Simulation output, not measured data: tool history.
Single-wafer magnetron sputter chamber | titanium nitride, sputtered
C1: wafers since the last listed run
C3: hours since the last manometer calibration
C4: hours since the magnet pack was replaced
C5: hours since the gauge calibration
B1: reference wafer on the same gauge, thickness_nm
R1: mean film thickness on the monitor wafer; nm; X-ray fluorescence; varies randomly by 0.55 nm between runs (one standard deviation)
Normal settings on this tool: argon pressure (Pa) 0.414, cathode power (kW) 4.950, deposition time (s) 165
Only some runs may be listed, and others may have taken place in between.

run 1 hour=0.0 | argon_pressure_(Pa)=0.414 cathode_power_(kW)=4.950 deposition_time_(s)=165 | C1=0 wafers_on_the_sputter_target=3318 C3=505.4 C4=9809.4 C5=834.5 | B1=164.966 | R1=161.147
run 2 hour=45.3 | argon_pressure_(Pa)=0.414 cathode_power_(kW)=4.950 deposition_time_(s)=165 | C1=345 wafers_on_the_sputter_target=3663 C3=550.7 C4=9854.7 C5=879.8 | B1=165.083 | R1=161.128
run 3 hour=129.4 | argon_pressure_(Pa)=0.414 cathode_power_(kW)=4.950 deposition_time_(s)=165 | C1=640 wafers_on_the_sputter_target=4303 C3=634.8 C4=9938.8 C5=963.9 | B1=165.134 | R1=160.223
run 4 hour=177.1 | argon_pressure_(Pa)=0.414 cathode_power_(kW)=4.950 deposition_time_(s)=165 | C1=363 wafers_on_the_sputter_target=4667 C3=682.5 C4=9986.5 C5=1011.6 | B1=165.008 | R1=159.709
run 5 hour=222.9 | argon_pressure_(Pa)=0.494 cathode_power_(kW)=4.950 deposition_time_(s)=165 | C1=348 wafers_on_the_sputter_target=5016 C3=728.3 C4=10032.3 C5=1057.4 | B1=164.886 | R1=155.527
-- hour=287.6 sputter target and shields replaced
run 6 hour=315.6 | argon_pressure_(Pa)=0.494 cathode_power_(kW)=4.950 deposition_time_(s)=165 | C1=645 wafers_on_the_sputter_target=213 C3=821.0 C4=10125.0 C5=1150.1 | B1=164.945 | R1=157.902
run 7 hour=565.6 | argon_pressure_(Pa)=0.414 cathode_power_(kW)=5.450 deposition_time_(s)=165 | C1=1904 wafers_on_the_sputter_target=2117 C3=1071.0 C4=10375.0 C5=1400.1 | B1=165.081 | R1=170.797
run 8 hour=637.2 | argon_pressure_(Pa)=0.486 cathode_power_(kW)=4.950 deposition_time_(s)=184 | C1=545 wafers_on_the_sputter_target=2662 C3=1142.6 C4=10446.6 C5=1471.7 | B1=165.020 | R1=175.344
run 9 hour=687.3 | argon_pressure_(Pa)=0.486 cathode_power_(kW)=4.950 deposition_time_(s)=184 | C1=381 wafers_on_the_sputter_target=3044 C3=1192.7 C4=10496.7 C5=1521.8 | B1=165.039 | R1=174.863
run 10 hour=778.1 | argon_pressure_(Pa)=0.414 cathode_power_(kW)=4.950 deposition_time_(s)=165 | C1=691 wafers_on_the_sputter_target=3736 C3=1283.5 C4=10587.5 C5=1612.6 | B1=164.928 | R1=159.213
run 11 hour=873.7 | argon_pressure_(Pa)=0.257 cathode_power_(kW)=4.050 deposition_time_(s)=165 | C1=728 wafers_on_the_sputter_target=4464 C3=1379.1 C4=10683.1 C5=1708.2 | B1=165.084 | R1=152.245
run 12 hour=919.1 | argon_pressure_(Pa)=0.349 cathode_power_(kW)=6.000 deposition_time_(s)=193 | C1=345 wafers_on_the_sputter_target=4810 C3=1424.5 C4=10728.5 C5=1753.6 | B1=164.923 | R1=213.492
-- hour=951.0 magnet pack replaced, of another model than before
-- hour=963.0 capacitance manometer re-zeroed and calibrated
run 13 hour=981.0 | argon_pressure_(Pa)=0.414 cathode_power_(kW)=4.950 deposition_time_(s)=165 | C1=349 wafers_on_the_sputter_target=5159 C3=18.0 C4=30.0 C5=1815.5 | B1=165.097 | R1=159.629
-- hour=1000.1 sputter target and shields replaced
run 14 hour=1068.8 | argon_pressure_(Pa)=0.299 cathode_power_(kW)=4.950 deposition_time_(s)=165 | C1=607 wafers_on_the_sputter_target=523 C3=105.8 C4=117.8 C5=1903.3 | B1=164.918 | R1=167.449
run 15 hour=1176.0 | argon_pressure_(Pa)=0.414 cathode_power_(kW)=5.550 deposition_time_(s)=165 | C1=816 wafers_on_the_sputter_target=1339 C3=213.0 C4=225.0 C5=2010.5 | B1=164.974 | R1=173.219
run 16 hour=1273.5 | argon_pressure_(Pa)=0.414 cathode_power_(kW)=5.400 deposition_time_(s)=188 | C1=742 wafers_on_the_sputter_target=2082 C3=310.5 C4=322.5 C5=2108.0 | B1=165.213 | R1=193.945
run 17 hour=1378.6 | argon_pressure_(Pa)=0.267 cathode_power_(kW)=5.600 deposition_time_(s)=177 | C1=800 wafers_on_the_sputter_target=2883 C3=415.6 C4=427.6 C5=2213.1 | B1=164.942 | R1=191.738
run 18 hour=1473.9 | argon_pressure_(Pa)=0.414 cathode_power_(kW)=4.950 deposition_time_(s)=165 | C1=725 wafers_on_the_sputter_target=3609 C3=510.9 C4=522.9 C5=2308.4 | B1=165.103 | R1=160.182
run 19 hour=1542.7 | argon_pressure_(Pa)=0.320 cathode_power_(kW)=4.450 deposition_time_(s)=146 | C1=524 wafers_on_the_sputter_target=4133 C3=579.7 C4=591.7 C5=2377.2 | B1=165.006 | R1=136.618
run 20 hour=1607.8 | argon_pressure_(Pa)=0.369 cathode_power_(kW)=5.600 deposition_time_(s)=178 | C1=495 wafers_on_the_sputter_target=4629 C3=644.8 C4=656.8 C5=2442.3 | B1=164.965 | R1=188.262
run 21 hour=1672.7 | argon_pressure_(Pa)=0.414 cathode_power_(kW)=4.950 deposition_time_(s)=165 | C1=494 wafers_on_the_sputter_target=5123 C3=709.7 C4=721.7 C5=2507.2 | B1=165.123 | R1=160.154
-- hour=1798.1 gauge calibrated
run 22 hour=1809.6 | argon_pressure_(Pa)=0.414 cathode_power_(kW)=4.950 deposition_time_(s)=165 | C1=1042 wafers_on_the_sputter_target=6166 C3=846.6 C4=858.6 C5=11.5 | B1=164.985 | R1=158.772
-- hour=1821.5 sputter target and shields replaced
run 23 hour=1914.6 | argon_pressure_(Pa)=0.289 cathode_power_(kW)=5.950 deposition_time_(s)=189 | C1=738 wafers_on_the_sputter_target=709 C3=951.6 C4=963.6 C5=116.5 | B1=165.006 | R1=213.470
run 24 hour=1985.1 | argon_pressure_(Pa)=0.502 cathode_power_(kW)=3.950 deposition_time_(s)=152 | C1=537 wafers_on_the_sputter_target=1246 C3=1022.1 C4=1034.1 C5=187.0 | B1=165.145 | R1=129.440
run 25 hour=2023.0 | argon_pressure_(Pa)=0.414 cathode_power_(kW)=4.950 deposition_time_(s)=165 | C1=288 wafers_on_the_sputter_target=1534 C3=1060.0 C4=1072.0 C5=224.9 | B1=164.807 | R1=161.878
run 26 hour=2062.3 | argon_pressure_(Pa)=0.414 cathode_power_(kW)=4.950 deposition_time_(s)=165 | C1=299 wafers_on_the_sputter_target=1834 C3=1099.3 C4=1111.3 C5=264.2 | B1=165.026 | R1=161.277
run 27 hour=2103.2 | argon_pressure_(Pa)=0.572 cathode_power_(kW)=5.450 deposition_time_(s)=165 | C1=311 wafers_on_the_sputter_target=2145 C3=1140.2 C4=1152.2 C5=305.1 | B1=165.097 | R1=163.740
run 28 hour=2205.6 | argon_pressure_(Pa)=0.414 cathode_power_(kW)=3.950 deposition_time_(s)=165 | C1=780 wafers_on_the_sputter_target=2925 C3=1242.6 C4=1254.6 C5=407.5 | B1=165.148 | R1=143.281
run 29 hour=2449.8 | argon_pressure_(Pa)=0.343 cathode_power_(kW)=5.850 deposition_time_(s)=146 | C1=1860 wafers_on_the_sputter_target=4785 C3=1486.8 C4=1498.8 C5=651.7 | B1=164.838 | R1=158.052
-- hour=2479.3 capacitance manometer re-zeroed and calibrated
run 30 hour=2487.2 | argon_pressure_(Pa)=0.550 cathode_power_(kW)=4.950 deposition_time_(s)=165 | C1=223 wafers_on_the_sputter_target=5009 C3=7.9 C4=1536.2 C5=689.1 | B1=164.994 | R1=153.747
run 31 hour=2567.7 | argon_pressure_(Pa)=0.275 cathode_power_(kW)=4.550 deposition_time_(s)=165 | C1=613 wafers_on_the_sputter_target=5623 C3=88.4 C4=1616.7 C5=769.6 | B1=165.166 | R1=156.171
run 32 hour=2625.5 | argon_pressure_(Pa)=0.414 cathode_power_(kW)=4.950 deposition_time_(s)=165 | C1=440 wafers_on_the_sputter_target=6063 C3=146.2 C4=1674.5 C5=827.4 | B1=165.111 | R1=158.791
-- hour=2666.2 sputter target and shields replaced
run 33 hour=2673.9 | argon_pressure_(Pa)=0.481 cathode_power_(kW)=4.950 deposition_time_(s)=165 | C1=307 wafers_on_the_sputter_target=58 C3=194.6 C4=1722.9 C5=875.8 | B1=164.859 | R1=159.990

Consider 5 possible next runs. They are alternatives, not a sequence: every one starts from the tool as it was left by run 33. What does each give?
run A hour=2674.3 | argon_pressure_(Pa)=0.414 cathode_power_(kW)=4.000 deposition_time_(s)=165 | C1=3 wafers_on_the_sputter_target=61 C3=195.0 C4=1723.3 C5=876.2 | B1=? | R1=?
run B hour=2674.3 | argon_pressure_(Pa)=0.414 cathode_power_(kW)=4.150 deposition_time_(s)=165 | C1=3 wafers_on_the_sputter_target=61 C3=195.0 C4=1723.3 C5=876.2 | B1=? | R1=?
run C hour=2674.3 | argon_pressure_(Pa)=0.414 cathode_power_(kW)=5.400 deposition_time_(s)=165 | C1=3 wafers_on_the_sputter_target=61 C3=195.0 C4=1723.3 C5=876.2 | B1=? | R1=?
run D hour=2674.3 | argon_pressure_(Pa)=0.497 cathode_power_(kW)=4.950 deposition_time_(s)=179 | C1=3 wafers_on_the_sputter_target=61 C3=195.0 C4=1723.3 C5=876.2 | B1=? | R1=?
run E hour=2674.3 | argon_pressure_(Pa)=0.414 cathode_power_(kW)=4.100 deposition_time_(s)=153 | C1=3 wafers_on_the_sputter_target=61 C3=195.0 C4=1723.3 C5=876.2 | B1=? | R1=?

run=A B1=164.925 R1=145.959
run=B B1=164.925 R1=148.706
run=C B1=164.925 R1=171.602
run=D B1=164.925 R1=173.709
run=E B1=164.925 R1=137.042
Take away the tool's hidden state, keep each run's random variation, and the runs would have read:
run=A R1=146.170
run=B R1=148.921
run=C R1=171.850
run=D R1=173.961
run=E R1=137.240
